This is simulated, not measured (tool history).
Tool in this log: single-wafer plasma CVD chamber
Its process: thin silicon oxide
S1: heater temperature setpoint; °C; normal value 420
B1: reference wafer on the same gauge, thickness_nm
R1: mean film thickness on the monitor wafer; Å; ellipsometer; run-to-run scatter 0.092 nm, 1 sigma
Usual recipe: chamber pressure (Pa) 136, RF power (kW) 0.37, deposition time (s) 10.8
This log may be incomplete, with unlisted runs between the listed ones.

Run 1, hour 0: usual settings; B1 29.615. Result: R1 238.82 Å.
Run 2, hour 16.3: usual settings; B1 29.595. Result: R1 238 Å.
Run 3, hour 31.7: usual settings; B1 29.607. Result: R1 237.32 Å.
Run 4, hour 49.4: usual settings but RF power (kW) 0.35; B1 29.601. Result: R1 231.54 Å.
Run 5, hour 65.8: usual settings; B1 29.576. Result: R1 235.84 Å.
Run 6, hour 75.1: usual settings; B1 29.598. Result: R1 234.84 Å.
Run 7, hour 86.7: usual settings; B1 29.631. Result: R1 234.12 Å.
Run 8, hour 94.4: usual settings; B1 29.596. Result: R1 233.58 Å.
Run 9, hour 107.2: usual settings; B1 29.586. Result: R1 236.21 Å.
Run 10, hour 119: usual settings but deposition time (s) 12.2; B1 29.593. Result: R1 265.23 Å.
At hour 135.3: gauge calibrated.
At hour 136.6: RF generator calibrated.
Run 11, hour 137.1: usual settings but deposition time (s) 12.2; B1 29.604. Result: R1 265.41 Å.
Run 12, hour 162.7: usual settings but RF power (kW) 0.33; B1 29.611. Result: R1 223.85 Å.
Run 13, hour 168.8: usual settings but S1 416 °C, chamber pressure (Pa) 167, RF power (kW) 0.425; B1 29.6. Result: R1 285.28 Å.
At hour 191.1: capacitance manometer re-zeroed and calibrated.
Run 14, hour 191.6: usual settings but RF power (kW) 0.33; B1 29.599. Result: R1 240.68 Å.
At hour 203.3: thermocouple changed; heater temperature recalibrated.
At hour 204.2: showerhead replaced.
Run 15, hour 204.7: usual settings; B1 29.597. Result: R1 251.01 Å.
Run 16, hour 215.9: usual settings but S1 432 °C, chamber pressure (Pa) 115, RF power (kW) 0.315, deposition time (s) 12.9; B1 29.583. Result: R1 239.69 Å.
Run 17, hour 232.2: usual settings but S1 433 °C; B1 29.591. Result: R1 248.75 Å.
Run 18, hour 243.7: usual settings but RF power (kW) 0.335, deposition time (s) 9.6; B1 29.589. Result: R1 215.92 Å.
Run 19, hour 261.4: usual settings but S1 407 °C, chamber pressure (Pa) 127, RF power (kW) 0.425, deposition time (s) 11.4; B1 29.607. Result: R1 262.68 Å.
Run 20, hour 273.8: usual settings but chamber pressure (Pa) 145, RF power (kW) 0.3; B1 29.62. Result: R1 245.35 Å.
Run 21, hour 288.6: usual settings but S1 433 °C, chamber pressure (Pa) 112, deposition time (s) 9.2; B1 29.579. Result: R1 177.32 Å.
Run 22, hour 297.9: usual settings but chamber pressure (Pa) 165, RF power (kW) 0.415, deposition time (s) 10; B1 29.592. Result: R1 273.13 Å.
Run 23, hour 306.4: usual settings but RF power (kW) 0.3; B1 29.599. Result: R1 233.85 Å.
Run 24, hour 318.2: usual settings but RF power (kW) 0.31, deposition time (s) 12; B1 29.607. Result: R1 261.31 Å.

Alternative continuations, all from the tool just after run 24; predict every row:
Run A, hour 318.6: usual settings but S1 428 °C; B1 ?. Result: R1 ?.
Run B, hour 318.6: usual settings but RF power (kW) 0.32; B1 ?. Result: R1 ?.
Run C, hour 318.6: usual settings but chamber pressure (Pa) 111, deposition time (s) 11.9; B1 ?. Result: R1 ?.
Run D, hour 318.6: usual settings but S1 434 °C, chamber pressure (Pa) 111, RF power (kW) 0.31, deposition time (s) 12.1; B1 ?. Result: R1 ?.
Run E, hour 318.6: usual settings but S1 429 °C, deposition time (s) 9.8; B1 ?. Result: R1 ?.

run      B1      R1
  A  29.609  248.87
  B  29.609   238.5
  C  29.609  228.05
  D  29.609  217.17
  E  29.609  225.76
With the hidden condition removed and each run's random variation left untouched, the same runs would have given:
run      R1
  A  248.67
  B  238.31
  C  227.79
  D  216.92
  E  225.58
